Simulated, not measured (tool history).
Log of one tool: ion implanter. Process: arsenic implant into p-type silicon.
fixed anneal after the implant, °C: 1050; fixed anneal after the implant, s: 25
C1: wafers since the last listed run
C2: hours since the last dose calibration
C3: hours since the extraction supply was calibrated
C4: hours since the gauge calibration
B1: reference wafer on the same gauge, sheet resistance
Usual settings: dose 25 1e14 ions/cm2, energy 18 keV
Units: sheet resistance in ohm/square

{"run": 1, "day": 0.0, "dose": 20.84, "energy": 18, "C1": 0, "C2": 323.8, "C3": 6905.6, "C4": 240.6, "B1": 87.61, "sheet resistance": 93.11}
{"run": 2, "day": 0.492, "dose": 20.84, "energy": 18, "C1": 128, "C2": 335.6, "C3": 6917.4, "C4": 252.4, "B1": 87.45, "sheet resistance": 93.03}
{"run": 3, "day": 0.8, "dose": 20.84, "energy": 18, "C1": 80, "C2": 343, "C3": 6924.8, "C4": 259.8, "B1": 87.4, "sheet resistance": 93.05}
{"run": 4, "day": 1.05, "dose": 25, "energy": 18, "C1": 65, "C2": 349, "C3": 6930.8, "C4": 265.8, "B1": 87.51, "sheet resistance": 86.84}
{"run": 5, "day": 1.712, "dose": 25, "energy": 18, "C1": 173, "C2": 364.9, "C3": 6946.7, "C4": 281.7, "B1": 87.53, "sheet resistance": 87.14}
{"run": 6, "day": 2.379, "dose": 25, "energy": 18, "C1": 174, "C2": 380.9, "C3": 6962.7, "C4": 297.7, "B1": 87.49, "sheet resistance": 86.97}
{"run": 7, "day": 2.996, "dose": 25, "energy": 19.5, "C1": 161, "C2": 395.7, "C3": 6977.5, "C4": 312.5, "B1": 87.5, "sheet resistance": 85.74}
{"run": 8, "day": 4.638, "dose": 25, "energy": 20, "C1": 430, "C2": 435.1, "C3": 7016.9, "C4": 351.9, "B1": 87.51, "sheet resistance": 85.58}
{"run": 9, "day": 4.979, "dose": 25, "energy": 20, "C1": 89, "C2": 443.3, "C3": 7025.1, "C4": 360.1, "B1": 87.45, "sheet resistance": 85.12}
{"run": 10, "day": 5.346, "dose": 20.95, "energy": 18, "C1": 96, "C2": 452.1, "C3": 7033.9, "C4": 368.9, "B1": 87.49, "sheet resistance": 92.47}
{"run": 11, "day": 5.817, "dose": 20.95, "energy": 18, "C1": 123, "C2": 463.4, "C3": 7045.2, "C4": 380.2, "B1": 87.56, "sheet resistance": 92.51}
{"run": 12, "day": 6.567, "dose": 20.95, "energy": 18, "C1": 196, "C2": 481.4, "C3": 7063.2, "C4": 398.2, "B1": 87.54, "sheet resistance": 92.62}
{"run": 13, "day": 6.958, "dose": 21.91, "energy": 18, "C1": 102, "C2": 490.8, "C3": 7072.6, "C4": 407.6, "B1": 87.44, "sheet resistance": 90.83}
{"day": 8.85, "done": "Faraday cup replaced and dose calibrated"}
{"run": 14, "day": 9.146, "dose": 27.1, "energy": 14.5, "C1": 485, "C2": 7.1, "C3": 7125.1, "C4": 460.1, "B1": 87.5, "sheet resistance": 87.93}
{"run": 15, "day": 9.871, "dose": 28.61, "energy": 16, "C1": 190, "C2": 24.5, "C3": 7142.5, "C4": 477.5, "B1": 87.52, "sheet resistance": 85.8}
{"day": 10.046, "done": "gauge calibrated"}
{"day": 10.654, "done": "extraction supply calibrated"}
{"run": 16, "day": 10.675, "dose": 29.15, "energy": 22.5, "C1": 123, "C2": 43.8, "C3": 0.5, "C4": 15.1, "B1": 87.47, "sheet resistance": 80.34}
{"run": 17, "day": 10.854, "dose": 20.84, "energy": 18, "C1": 46, "C2": 48.1, "C3": 4.8, "C4": 19.4, "B1": 87.52, "sheet resistance": 93.72}
{"run": 18, "day": 11.262, "dose": 25, "energy": 12, "C1": 107, "C2": 57.9, "C3": 14.6, "C4": 29.2, "B1": 87.49, "sheet resistance": 91.68}
{"run": 19, "day": 11.892, "dose": 25, "energy": 18, "C1": 164, "C2": 73, "C3": 29.7, "C4": 44.3, "B1": 87.46, "sheet resistance": 87.55}
{"run": 20, "day": 12.533, "dose": 27.5, "energy": 22, "C1": 168, "C2": 88.4, "C3": 45.1, "C4": 59.7, "B1": 87.55, "sheet resistance": 82.02}
{"run": 21, "day": 13.038, "dose": 25, "energy": 20.5, "C1": 132, "C2": 100.5, "C3": 57.2, "C4": 71.8, "B1": 87.51, "sheet resistance": 85.51}
{"run": 22, "day": 13.558, "dose": 19.73, "energy": 24.5, "C1": 136, "C2": 113, "C3": 69.7, "C4": 84.3, "B1": 87.46, "sheet resistance": 90.97}
{"run": 23, "day": 14.158, "dose": 22.4, "energy": 24, "C1": 157, "C2": 127.4, "C3": 84.1, "C4": 98.7, "B1": 87.57, "sheet resistance": 86.69}
{"run": 24, "day": 14.738, "dose": 17.93, "energy": 18, "C1": 151, "C2": 141.3, "C3": 98, "C4": 112.6, "B1": 87.54, "sheet resistance": 99.41}
{"run": 25, "day": 15.008, "dose": 21.61, "energy": 23, "C1": 70, "C2": 147.8, "C3": 104.5, "C4": 119.1, "B1": 87.45, "sheet resistance": 88.94}

Some steps in sheet resistance between neighbouring runs. How much of each would the tool show without its hidden state too (settings, what came in, random variation), and how much is left for the hidden state, with any gauge scatter that isn't in both results?
The hidden state here: deviation of the true dose from the Faraday cup's reading, %; deviation of the true energy from its setpoint, %; gauge reads high (%).
Run 9 -> 10: dose 25 -> 20.95, energy 20 -> 18. sheet resistance +7.35 ohm/square: hidden state -0.27, all else +7.62.
Run 13 -> 14: dose 21.91 -> 27.1, energy 18 -> 14.5, Faraday cup replaced and dose calibrated. sheet resistance -2.9 ohm/square: hidden state +1.23, all else -4.13.
Run 16 -> 17: dose 29.15 -> 20.84, energy 22.5 -> 18. sheet resistance +13.38 ohm/square: hidden state -0.06, all else +13.44.
Run 23 -> 24: dose 22.4 -> 17.93, energy 24 -> 18. sheet resistance +12.72 ohm/square: hidden state -0.17, all else +12.89.
